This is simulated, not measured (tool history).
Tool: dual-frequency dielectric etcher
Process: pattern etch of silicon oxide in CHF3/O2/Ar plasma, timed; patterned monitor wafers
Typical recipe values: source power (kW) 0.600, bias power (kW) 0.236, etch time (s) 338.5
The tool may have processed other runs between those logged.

run	hour	source power (kW)	bias power (kW)	etch time (s)	read-back reference wafer on the same gauge, depth_nm	mean etch depth across the wafer (nm)
1	0.0	0.600	0.236	338.5	863.0	788.3
2	45.8	0.600	0.236	338.5	861.4	783.9
3	94.3	0.600	0.236	338.5	862.2	788.2
4	166.9	0.600	0.236	338.5	861.8	788.1
5	203.0	0.600	0.236	338.5	861.5	792.1
6	247.1	0.670	0.236	285.5	861.9	687.8
7	307.8	0.670	0.236	285.5	861.5	688.2
8	398.3	0.670	0.236	285.5	862.0	694.9
# hour 452.9: wet clean of the chamber
9	468.0	0.600	0.236	338.5	861.5	786.7
# hour 523.4: upper electrode replaced
10	529.5	0.600	0.236	338.5	862.6	786.6
11	584.8	0.690	0.270	394.0	860.8	1039.8
12	680.7	0.690	0.212	260.0	861.3	600.2
13	727.3	0.540	0.236	338.5	862.3	757.0
# hour 747.8: gauge calibrated
14	795.2	0.600	0.236	338.5	861.4	779.0
15	874.3	0.600	0.211	338.5	862.5	739.0
16	955.3	0.670	0.284	273.0	861.6	721.9
# hour 1031.9: source power generator calibrated
# hour 1036.3: wet clean of the chamber
17	1051.3	0.450	0.236	409.0	861.8	870.0
18	1118.4	0.600	0.236	338.5	862.2	790.4
19	1166.7	0.710	0.294	260.5	862.2	726.9
# hour 1190.8: bias power generator calibrated
20	1227.6	0.470	0.264	338.5	860.8	769.8
21	1266.6	0.470	0.204	404.0	861.4	805.5
22	1347.2	0.600	0.236	338.5	862.3	798.9
23	1412.1	0.700	0.292	285.0	861.9	788.0
24	1611.0	0.670	0.236	285.5	861.7	694.7
# hour 1660.1: wet clean of the chamber
25	1683.5	0.600	0.213	299.5	862.8	659.6
26	1723.6	0.670	0.236	368.0	863.0	900.0
27	1824.1	0.600	0.236	338.5	862.1	790.7
28	1871.2	0.690	0.236	338.5	862.6	832.6

Give the tool's hidden conditions for every run:
etch rate over this chamber's usual, %: 0 in every run
bias power that arrives over what is set, %: 0 in every run
gauge reads high (%): 0 in every run
H1: source power that arrives over what is set, %
run	H1
1	-4.61
2	-4.66
3	-4.72
4	-4.8
5	-4.83
6	-4.87
7	-4.93
8	-5
9	-5.05
10	-5.09
11	-5.12
12	-5.17
13	-5.19
14	-5.22
15	-5.26
16	-5.29
17	-0.265
18	-0.711
19	-1.01
20	-1.36
21	-1.56
22	-1.96
23	-2.25
24	-2.99
25	-3.22
26	-3.33
27	-3.59
28	-3.7
